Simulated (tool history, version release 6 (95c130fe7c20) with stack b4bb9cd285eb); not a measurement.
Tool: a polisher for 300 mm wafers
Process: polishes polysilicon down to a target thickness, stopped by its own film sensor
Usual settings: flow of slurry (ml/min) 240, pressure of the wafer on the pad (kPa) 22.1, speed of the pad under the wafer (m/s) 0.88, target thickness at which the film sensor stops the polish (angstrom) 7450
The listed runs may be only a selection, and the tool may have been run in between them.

| run | hour | flow of slurry (ml/min) | pressure of the wafer on the pad (kPa) | speed of the pad under the wafer (m/s) | target thickness at which the film sensor stops the polish (angstrom) | wafers since the last listed run | wafers polished on this pad | hours since the slurry nozzle was cleaned | hours since the head pressure was calibrated | incoming thickness of the incoming film, nm | time until the film sensor stopped the polish (s) |
|---|---|---|---|---|---|---|---|---|---|---|---|
| 1 | 0 | 240 | 22.1 | 0.88 | 7450 | 0 | 2134 | 419.4 | 67.4 | 1316.5 | 68.5 |
| 2 | 19.4 | 240 | 22.1 | 0.88 | 7450 | 206 | 2340 | 438.8 | 86.8 | 1311.2 | 68.4 |
|  | 27.5 | worn pad replaced by a new one |
| 3 | 45.9 | 240 | 22.1 | 0.88 | 7450 | 239 | 195 | 465.3 | 113.3 | 1319.9 | 68.3 |
| 4 | 79.8 | 240 | 22.1 | 0.88 | 7450 | 360 | 555 | 499.2 | 147.2 | 1304.3 | 66.3 |
| 5 | 111.8 | 240 | 22.1 | 0.88 | 7450 | 340 | 895 | 531.2 | 179.2 | 1304.4 | 65.7 |
| 6 | 142.2 | 240 | 22.1 | 0.88 | 7450 | 323 | 1219 | 561.6 | 209.6 | 1320.8 | 66.2 |
| 7 | 162.3 | 240 | 24.1 | 0.88 | 8680 | 213 | 1432 | 581.7 | 229.7 | 1321.9 | 47.7 |
| 8 | 206.3 | 240 | 24.1 | 0.88 | 8680 | 467 | 1900 | 625.7 | 273.7 | 1304.1 | 44.3 |
|  | 213.7 | head pressure recalibrated |
| 9 | 233.1 | 240 | 24.1 | 0.88 | 8680 | 263 | 2164 | 652.5 | 19.4 | 1340.1 | 50.3 |
|  | 249.2 | worn pad replaced by a new one |
| 10 | 267.4 | 285 | 22.1 | 0.88 | 7450 | 322 | 193 | 686.8 | 53.7 | 1335.2 | 69.4 |
| 11 | 301.4 | 285 | 22.1 | 0.88 | 7450 | 361 | 555 | 720.8 | 87.7 | 1310 | 64.7 |
| 12 | 322.5 | 285 | 22.1 | 0.88 | 7450 | 224 | 779 | 741.9 | 108.8 | 1305.4 | 64.1 |
| 13 | 347.3 | 240 | 22.1 | 0.88 | 7450 | 263 | 1043 | 766.7 | 133.6 | 1328.5 | 66.6 |
| 14 | 364.6 | 240 | 22.1 | 0.88 | 7450 | 183 | 1227 | 784 | 150.9 | 1324.2 | 66.8 |
| 15 | 380.4 | 240 | 22.1 | 0.88 | 7450 | 168 | 1395 | 799.8 | 166.7 | 1320.9 | 64.8 |
| 16 | 452.2 | 240 | 22.1 | 0.88 | 7450 | 763 | 2158 | 871.6 | 238.5 | 1326.8 | 63.4 |
|  | 469.3 | slurry nozzle cleaned |
|  | 479.2 | worn pad replaced by a new one |
| 17 | 479.9 | 240 | 22.1 | 0.68 | 7450 | 241 | 7 | 10.6 | 266.2 | 1337.2 | 78.2 |
| 18 | 512.7 | 240 | 22.1 | 0.88 | 6200 | 348 | 356 | 43.4 | 299 | 1316.9 | 75.4 |
|  | 529.4 | head pressure recalibrated |
| 19 | 540.5 | 240 | 22.1 | 0.96 | 6720 | 274 | 630 | 71.2 | 11.1 | 1320.5 | 70 |
| 20 | 644.5 | 240 | 22.1 | 0.88 | 7450 | 1105 | 1736 | 175.2 | 115.1 | 1319.6 | 67.5 |
| 21 | 666 | 185 | 22.1 | 0.88 | 8520 | 228 | 1965 | 196.7 | 136.6 | 1300.1 | 52.7 |
| 22 | 692 | 280 | 22.1 | 0.88 | 8330 | 276 | 2241 | 222.7 | 162.6 | 1332.7 | 57.2 |
| 23 | 707.5 | 240 | 27.6 | 0.88 | 7450 | 164 | 2406 | 238.2 | 178.1 | 1328.6 | 53.3 |
| 24 | 719.8 | 240 | 22.1 | 0.72 | 7450 | 130 | 2537 | 250.5 | 190.4 | 1336.7 | 77.6 |
|  | 747.6 | worn pad replaced by a new one |
| 25 | 750.5 | 240 | 22.1 | 0.88 | 7450 | 283 | 30 | 281.2 | 221.1 | 1295.1 | 61.7 |
| 26 | 782.6 | 240 | 22.1 | 0.88 | 7450 | 341 | 372 | 313.3 | 253.2 | 1336.8 | 63.5 |
| 27 | 796.9 | 240 | 22.1 | 0.88 | 7450 | 152 | 524 | 327.6 | 267.5 | 1325 | 62.2 |
| 28 | 828.7 | 200 | 22.1 | 0.78 | 7450 | 338 | 862 | 359.4 | 299.3 | 1328.9 | 70.4 |
|  | 833.1 | head pressure recalibrated |
| 29 | 847.4 | 165 | 19.3 | 1.16 | 7450 | 177 | 1039 | 378.1 | 14.3 | 1323 | 62.7 |
| 30 | 862.1 | 280 | 22.1 | 0.88 | 7450 | 156 | 1196 | 392.8 | 29 | 1306.3 | 62.8 |
| 31 | 883.1 | 240 | 22.1 | 0.88 | 6140 | 223 | 1419 | 413.8 | 50 | 1315.9 | 80.1 |
| 32 | 943.1 | 240 | 22.1 | 0.88 | 7450 | 638 | 2057 | 473.8 | 110 | 1301.1 | 62.4 |
| 33 | 963.6 | 320 | 22.1 | 0.7 | 7450 | 217 | 2275 | 494.3 | 130.5 | 1312.2 | 75.9 |
| 34 | 981.8 | 195 | 15.9 | 0.88 | 7450 | 193 | 2469 | 512.5 | 148.7 | 1310.3 | 90.5 |
|  | 1007.5 | worn pad replaced by a new one |
| 35 | 1015.2 | 240 | 15.2 | 0.62 | 9380 | 312 | 81 | 545.9 | 182.1 | 1310.3 | 82.7 |
| 36 | 1042.7 | 200 | 17.2 | 1.12 | 8200 | 292 | 374 | 573.4 | 209.6 | 1330 | 59.4 |
| 37 | 1067.3 | 180 | 25.5 | 0.88 | 7450 | 261 | 635 | 598 | 234.2 | 1310.1 | 54.3 |
| 38 | 1101.6 | 240 | 22.1 | 0.88 | 7450 | 364 | 1000 | 632.3 | 268.5 | 1343.4 | 63.4 |

Had the tool no unlogged condition, and each run kept its random variation, what would the results have been?
The tool's hidden condition here consists of: removal rate lost through wear of the pad, %; slurry flow missing at the pad, %; deviation of the head's pressure from its setpoint, %.
| run | time until the film sensor stopped the polish (s) |
|---|---|
| 1 | 66.6 |
| 2 | 66.7 |
| 3 | 67.1 |
| 4 | 65.8 |
| 5 | 66 |
| 6 | 67.4 |
| 7 | 49 |
| 8 | 46.7 |
| 9 | 50.9 |
| 10 | 70.5 |
| 11 | 66 |
| 12 | 65.7 |
| 13 | 68.7 |
| 14 | 69.3 |
| 15 | 67.6 |
| 16 | 68.3 |
| 17 | 85.4 |
| 18 | 84 |
| 19 | 69.7 |
| 20 | 68.3 |
| 21 | 53.6 |
| 22 | 58.7 |
| 23 | 55 |
| 24 | 80.5 |
| 25 | 64.9 |
| 26 | 67.8 |
| 27 | 67 |
| 28 | 77.3 |
| 29 | 64 |
| 30 | 64.2 |
| 31 | 82 |
| 32 | 64.5 |
| 33 | 78.9 |
| 34 | 94.7 |
| 35 | 87.5 |
| 36 | 63.6 |
| 37 | 58.8 |
| 38 | 69.9 |
